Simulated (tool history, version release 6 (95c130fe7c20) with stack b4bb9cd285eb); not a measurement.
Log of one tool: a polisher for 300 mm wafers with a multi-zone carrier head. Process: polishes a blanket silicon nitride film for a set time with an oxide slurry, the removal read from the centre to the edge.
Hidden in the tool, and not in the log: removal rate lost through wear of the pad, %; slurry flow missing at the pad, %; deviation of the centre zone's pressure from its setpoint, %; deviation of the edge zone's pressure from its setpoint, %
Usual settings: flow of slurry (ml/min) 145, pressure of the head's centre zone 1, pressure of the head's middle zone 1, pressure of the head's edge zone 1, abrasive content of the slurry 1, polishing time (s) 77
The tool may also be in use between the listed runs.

| run | hour | flow of slurry (ml/min) | pressure of the head's centre zone | pressure of the head's middle zone | pressure of the head's edge zone | abrasive content of the slurry | polishing time (s) | wafers since the last listed run | wafers polished on this pad | hours since the slurry nozzle was cleaned | hours since the centre zone pressure was calibrated | hours since the edge zone pressure was calibrated | hours since the carrier head's membrane was replaced | incoming thickness of the incoming film, nm | film removed at the wafer's centre (nm) | film removed at mid-radius (nm) | film removed at the wafer's edge (nm) |
|---|---|---|---|---|---|---|---|---|---|---|---|---|---|---|---|---|---|
| 1 | 0 | 190 | 0.93 | 1 | 1 | 1.25 | 77 | 0 | 347 | 211 | 210 | 98.7 | 631.1 | 353.2 | 38.7 | 40.7 | 38.7 |
|  | 14.7 | carrier head's membrane replaced by a new one |
| 2 | 15.2 | 145 | 0.89 | 0.91 | 1.09 | 1 | 77 | 99 | 446 | 226.2 | 225.2 | 113.9 | 0.5 | 354.8 | 33.9 | 34.5 | 37.8 |
| 3 | 29.9 | 145 | 1 | 1 | 1 | 1 | 77 | 142 | 589 | 240.9 | 239.9 | 128.6 | 15.2 | 351.5 | 38.3 | 36.9 | 35.2 |
| 4 | 45.9 | 145 | 1 | 1 | 1 | 1 | 77 | 155 | 744 | 256.9 | 255.9 | 144.6 | 31.2 | 355.3 | 38.3 | 37.3 | 35 |
| 5 | 61.5 | 125 | 1 | 1 | 1 | 1.1 | 102 | 151 | 896 | 272.5 | 271.5 | 160.2 | 46.8 | 350.8 | 50.7 | 49.9 | 46.7 |
| 6 | 76.7 | 170 | 0.95 | 1 | 1 | 1 | 77 | 147 | 1043 | 287.7 | 286.7 | 175.4 | 62 | 356.6 | 38 | 36.7 | 36 |
| 7 | 90 | 145 | 1 | 1 | 1 | 1 | 98 | 129 | 1173 | 301 | 300 | 188.7 | 75.3 | 342.4 | 50.3 | 46.9 | 43.8 |
|  | 95.1 | worn pad replaced by a new one |
| 8 | 101.6 | 145 | 1.09 | 1 | 0.9 | 1 | 77 | 73 | 63 | 312.6 | 311.6 | 200.3 | 86.9 | 350.7 | 44.8 | 38 | 34.7 |
| 9 | 112.2 | 145 | 0.96 | 1 | 1 | 0.75 | 77 | 102 | 166 | 323.2 | 322.2 | 210.9 | 97.5 | 352.4 | 36.7 | 35.7 | 33.3 |
| 10 | 125.6 | 145 | 0.97 | 1.04 | 1 | 1 | 57 | 130 | 296 | 336.6 | 335.6 | 224.3 | 110.9 | 350.9 | 29.2 | 28.9 | 27.2 |
|  | 130 | centre zone pressure recalibrated |
|  | 131.5 | slurry nozzle cleaned |
| 11 | 174.9 | 160 | 1.12 | 1 | 1.08 | 0.9 | 77 | 449 | 745 | 43.4 | 44.9 | 273.6 | 160.2 | 355.1 | 40.9 | 36.2 | 35.9 |

Forecast run 12:
| 12 | 186.6 | 145 | 1 | 1 | 1 | 1 | 54 | 113 | 859 | 55.1 | 56.6 | 285.3 | 171.9 | 348.4 | ? | ? | ? |

film removed at the wafer's centre (nm): 25.6
film removed at mid-radius (nm): 25.8
film removed at the wafer's edge (nm): 24.5
Without the tool's hidden state the same run would have given film removed at the wafer's centre (nm) 26.9, film removed at mid-radius (nm) 27.2, film removed at the wafer's edge (nm) 25.8.
